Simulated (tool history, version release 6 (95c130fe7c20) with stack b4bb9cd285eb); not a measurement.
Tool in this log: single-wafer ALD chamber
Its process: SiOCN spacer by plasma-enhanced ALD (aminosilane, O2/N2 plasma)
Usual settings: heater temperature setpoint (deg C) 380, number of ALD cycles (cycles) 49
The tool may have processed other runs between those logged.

| run | hour | heater temperature setpoint (deg C) | number of ALD cycles (cycles) | wafers since the last listed run | hours since the last thermocouple change | hours since the gauge calibration | read-back reference wafer on the same gauge, thickness_nm | mean film thickness on the monitor wafer (angstrom) |
|---|---|---|---|---|---|---|---|---|
| 1 | 0 | 380 | 49 | 0 | 860 | 1183.6 | 3.005 | 28.22 |
| 2 | 57.4 | 387 | 49 | 269 | 917.4 | 1241 | 3.004 | 28.21 |
| 3 | 113.3 | 387 | 49 | 262 | 973.3 | 1296.9 | 3.002 | 28.08 |
| 4 | 175.1 | 380 | 49 | 289 | 1035.1 | 1358.7 | 2.997 | 28.16 |
| 5 | 244.6 | 391 | 49 | 326 | 1104.6 | 1428.2 | 2.996 | 28.16 |
| 6 | 325.3 | 391 | 49 | 378 | 1185.3 | 1508.9 | 2.997 | 28.06 |
|  | 414.9 | thermocouple changed; heater temperature recalibrated |
| 7 | 419.3 | 380 | 49 | 403 | 4.4 | 1602.9 | 2.99 | 28.08 |
| 8 | 519.9 | 380 | 49 | 471 | 105 | 1703.5 | 2.987 | 27.96 |
| 9 | 599.5 | 380 | 49 | 373 | 184.6 | 1783.1 | 2.985 | 28.05 |
| 10 | 693.8 | 380 | 49 | 442 | 278.9 | 1877.4 | 2.978 | 27.81 |
| 11 | 765.2 | 386 | 45 | 334 | 350.3 | 1948.8 | 2.973 | 25.66 |
|  | 771.5 | gauge calibrated |
| 12 | 871.5 | 386 | 45 | 498 | 456.6 | 100 | 3.056 | 26.33 |
| 13 | 933.3 | 380 | 49 | 289 | 518.4 | 161.8 | 3.054 | 28.75 |
| 14 | 1023.9 | 380 | 49 | 425 | 609 | 252.4 | 3.05 | 28.59 |
| 15 | 1061.2 | 380 | 49 | 174 | 646.3 | 289.7 | 3.048 | 28.69 |
| 16 | 1164.3 | 380 | 40 | 483 | 749.4 | 392.8 | 3.04 | 23.23 |
| 17 | 1232.9 | 390 | 44 | 321 | 818 | 461.4 | 3.037 | 25.62 |
| 18 | 1291.8 | 380 | 49 | 276 | 876.9 | 520.3 | 3.035 | 28.5 |
| 19 | 1335.8 | 380 | 49 | 206 | 920.9 | 564.3 | 3.038 | 28.41 |
| 20 | 1442.3 | 380 | 49 | 499 | 1027.4 | 670.8 | 3.029 | 28.45 |
| 21 | 1492 | 387 | 49 | 233 | 1077.1 | 720.5 | 3.032 | 28.33 |
| 22 | 1556.7 | 380 | 39 | 303 | 1141.8 | 785.2 | 3.026 | 22.55 |
| 23 | 1599.7 | 367 | 58 | 201 | 1184.8 | 828.2 | 3.024 | 33.51 |
|  | 1691.6 | thermocouple changed; heater temperature recalibrated |
| 24 | 1698.9 | 386 | 49 | 427 | 7.3 | 927.4 | 3.022 | 28.34 |
| 25 | 1805.5 | 389 | 40 | 500 | 113.9 | 1034 | 3.019 | 23.07 |
| 26 | 1890.2 | 380 | 55 | 397 | 198.6 | 1118.7 | 3.014 | 31.74 |
| 27 | 1977.8 | 380 | 49 | 410 | 286.2 | 1206.3 | 3.012 | 28.23 |
| 28 | 2068.4 | 376 | 41 | 425 | 376.8 | 1296.9 | 3.005 | 23.51 |
| 29 | 2122.1 | 380 | 49 | 251 | 430.5 | 1350.6 | 3 | 28.12 |
| 30 | 2191.2 | 390 | 55 | 324 | 499.6 | 1419.7 | 2.999 | 31.56 |

Below, each run's measurement less what the same run would have read without the hidden state. Both values contain the same run-to-run variation, but the gauge's scatter may not be the same in both:
What the log doesn't record here: wafer temperature above the value expected at the setpoint (K); gauge reads high (%).
| run | mean film thickness on the monitor wafer (angstrom) |
|---|---|
| 1 | -0.59 |
| 2 | -0.61 |
| 3 | -0.63 |
| 4 | -0.66 |
| 5 | -0.68 |
| 6 | -0.72 |
| 7 | -0.76 |
| 8 | -0.79 |
| 9 | -0.82 |
| 10 | -0.85 |
| 11 | -0.82 |
| 12 | -0.12 |
| 13 | -0.16 |
| 14 | -0.2 |
| 15 | -0.21 |
| 16 | -0.21 |
| 17 | -0.25 |
| 18 | -0.3 |
| 19 | -0.31 |
| 20 | -0.36 |
| 21 | -0.38 |
| 22 | -0.32 |
| 23 | -0.5 |
| 24 | -0.46 |
| 25 | -0.41 |
| 26 | -0.61 |
| 27 | -0.58 |
| 28 | -0.51 |
| 29 | -0.63 |
| 30 | -0.74 |
